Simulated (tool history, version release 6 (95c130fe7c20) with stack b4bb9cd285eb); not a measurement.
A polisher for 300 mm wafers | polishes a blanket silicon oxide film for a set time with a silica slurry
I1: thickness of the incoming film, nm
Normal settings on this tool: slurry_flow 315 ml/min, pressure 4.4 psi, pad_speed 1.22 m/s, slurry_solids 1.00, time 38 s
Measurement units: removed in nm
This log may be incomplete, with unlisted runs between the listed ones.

Run 1, day 0.000: usual settings; I1 1368.8. Result: removed 116.8 nm.
At day 1.258: head pressure recalibrated.
Run 2, day 3.083: usual settings; I1 1385.9. Result: removed 112.5 nm.
Run 3, day 6.238: usual settings; I1 1379.6. Result: removed 112.8 nm.
Run 4, day 10.025: usual settings but slurry_flow 255 ml/min, pad_speed 0.82 m/s; I1 1380.5. Result: removed 91.4 nm.
Run 5, day 14.333: usual settings but time 33 s; I1 1383.6. Result: removed 98.3 nm.
At day 17.842: conditioning disc replaced and pad reconditioned.
Run 6, day 18.488: usual settings but slurry_flow 420 ml/min, pad_speed 0.92 m/s, time 32 s; I1 1371.0. Result: removed 82.5 nm.
At day 20.571: slurry blender recalibrated.
Run 7, day 21.154: usual settings but slurry_solids 1.10; I1 1382.3. Result: removed 123.2 nm.
At day 22.542: worn pad replaced by a new one.
Run 8, day 32.012: usual settings but slurry_flow 275 ml/min, pad_speed 1.10 m/s, slurry_solids 0.85, time 48 s; I1 1379.9. Result: removed 120.9 nm.
At day 33.392: slurry nozzle cleaned.
Run 9, day 33.812: usual settings but slurry_flow 365 ml/min, pressure 5.7 psi, time 49 s; I1 1410.1. Result: removed 185.0 nm.
Run 10, day 36.279: usual settings but slurry_solids 0.80; I1 1361.6. Result: removed 97.0 nm.
Run 11, day 38.050: usual settings but slurry_flow 415 ml/min; I1 1378.6. Result: removed 114.8 nm.
Run 12, day 41.083: usual settings; I1 1375.6. Result: removed 114.3 nm.
At day 42.367: conditioning disc replaced and pad reconditioned.
Run 13, day 44.458: usual settings but pad_speed 1.44 m/s, time 43 s; I1 1391.0. Result: removed 135.7 nm.
At day 47.612: slurry blender recalibrated.
Run 14, day 47.633: usual settings; I1 1378.0. Result: removed 116.1 nm.
At day 48.438: worn pad replaced by a new one.
Run 15, day 51.771: usual settings but slurry_flow 255 ml/min, pressure 4.0 psi, pad_speed 0.82 m/s; I1 1368.9. Result: removed 86.3 nm.
At day 53.142: head pressure recalibrated.
Run 16, day 55.117: usual settings but slurry_flow 415 ml/min; I1 1349.5. Result: removed 118.4 nm.
Run 17, day 58.488: usual settings but pad_speed 0.82 m/s, time 29 s; I1 1399.6. Result: removed 72.4 nm.
Run 18, day 60.608: usual settings but slurry_flow 230 ml/min, pressure 5.1 psi, pad_speed 0.90 m/s, slurry_solids 0.90; I1 1373.4. Result: removed 101.1 nm.
At day 64.288: slurry nozzle cleaned.
Run 19, day 65.029: usual settings; I1 1386.7. Result: removed 109.4 nm.
Run 20, day 68.271: usual settings but pad_speed 1.00 m/s; I1 1392.7. Result: removed 99.9 nm.
At day 71.483: conditioning disc replaced and pad reconditioned.
Run 21, day 72.725: usual settings but slurry_flow 365 ml/min, time 26 s; I1 1371.3. Result: removed 73.6 nm.
At day 74.425: slurry blender recalibrated.
At day 76.638: worn pad replaced by a new one.
Run 22, day 76.658: usual settings; I1 1362.7. Result: removed 117.8 nm.

The next listed run, before its measurement:
Run 23, day 79.692: usual settings but slurry_flow 390 ml/min, pressure 3.6 psi, time 27 s; I1 1408.9. Result: removed ?.

{"run 23": {"removed": 71.2}}
If the tool had no hidden condition, the same run with the same run-to-run variation would have returned removed 72.4 nm.

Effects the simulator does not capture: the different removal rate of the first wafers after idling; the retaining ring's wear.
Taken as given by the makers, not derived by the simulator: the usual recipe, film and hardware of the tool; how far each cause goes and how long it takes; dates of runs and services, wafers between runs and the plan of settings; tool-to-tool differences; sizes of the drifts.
